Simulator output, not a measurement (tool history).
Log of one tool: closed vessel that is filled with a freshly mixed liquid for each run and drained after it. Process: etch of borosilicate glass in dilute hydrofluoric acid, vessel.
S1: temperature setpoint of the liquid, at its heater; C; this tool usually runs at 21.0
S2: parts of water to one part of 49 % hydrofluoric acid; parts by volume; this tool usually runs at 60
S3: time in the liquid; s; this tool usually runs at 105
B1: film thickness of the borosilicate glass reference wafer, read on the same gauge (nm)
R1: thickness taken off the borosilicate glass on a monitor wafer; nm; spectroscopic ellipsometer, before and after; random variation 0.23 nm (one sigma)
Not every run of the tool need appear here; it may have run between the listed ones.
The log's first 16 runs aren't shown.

run 17 hour=1428.6 | S1=21.0 S2=85 S3=150 | B1=60.00 | R1=29.15
-- hour=1451.8 gauge calibrated
-- hour=1462.9 thermometer replaced
run 18 hour=1477.8 | S1=25.0 S2=60 S3=105 | B1=59.99 | R1=32.13
run 19 hour=1530.2 | S1=21.0 S2=60 S3=105 | B1=60.00 | R1=26.53
run 20 hour=1567.6 | S1=21.0 S2=60 S3=105 | B1=60.01 | R1=27.01
run 21 hour=1625.1 | S1=21.0 S2=60 S3=45 | B1=60.00 | R1=11.69
run 22 hour=1710.6 | S1=21.0 S2=60 S3=80 | B1=59.99 | R1=20.80
run 23 hour=1806.5 | S1=24.5 S2=60 S3=105 | B1=60.00 | R1=31.81
-- hour=1891.2 hydrofluoric acid flow meter replaced
run 24 hour=1911.4 | S1=25.0 S2=50 S3=50 | B1=60.01 | R1=18.72
run 25 hour=2016.8 | S1=21.0 S2=60 S3=105 | B1=60.00 | R1=28.21
run 26 hour=2083.3 | S1=21.0 S2=85 S3=105 | B1=59.99 | R1=19.06
run 27 hour=2173.5 | S1=24.5 S2=60 S3=150 | B1=59.99 | R1=46.37
run 28 hour=2269.8 | S1=25.5 S2=60 S3=55 | B1=60.01 | R1=17.64
run 29 hour=2369.5 | S1=17.0 S2=35 S3=105 | B1=60.01 | R1=42.53
run 30 hour=2475.8 | S1=17.0 S2=75 S3=105 | B1=60.00 | R1=18.96
run 31 hour=2572.3 | S1=21.0 S2=60 S3=105 | B1=59.99 | R1=28.61
run 32 hour=2617.8 | S1=21.0 S2=85 S3=150 | B1=60.03 | R1=27.63

Predict each of these 5 candidate next runs independently; none follows another, all start after run 32:
run A hour=2618.5 | S1=21.0 S2=60 S3=105 | B1=? | R1=?
run B hour=2618.5 | S1=21.0 S2=40 S3=105 | B1=? | R1=?
run C hour=2618.5 | S1=21.0 S2=45 S3=105 | B1=? | R1=?
run D hour=2618.5 | S1=21.0 S2=60 S3=70 | B1=? | R1=?
run E hour=2618.5 | S1=22.5 S2=60 S3=105 | B1=? | R1=?

run=A B1=60.01 R1=28.79
run=B B1=60.01 R1=44.30
run=C B1=60.01 R1=39.13
run=D B1=60.01 R1=19.19
run=E B1=60.01 R1=30.62
Stripped of hidden state, with their random variation kept, the same runs would have yielded:
run=A R1=27.01
run=B R1=41.52
run=C R1=36.68
run=D R1=18.00
run=E R1=28.74
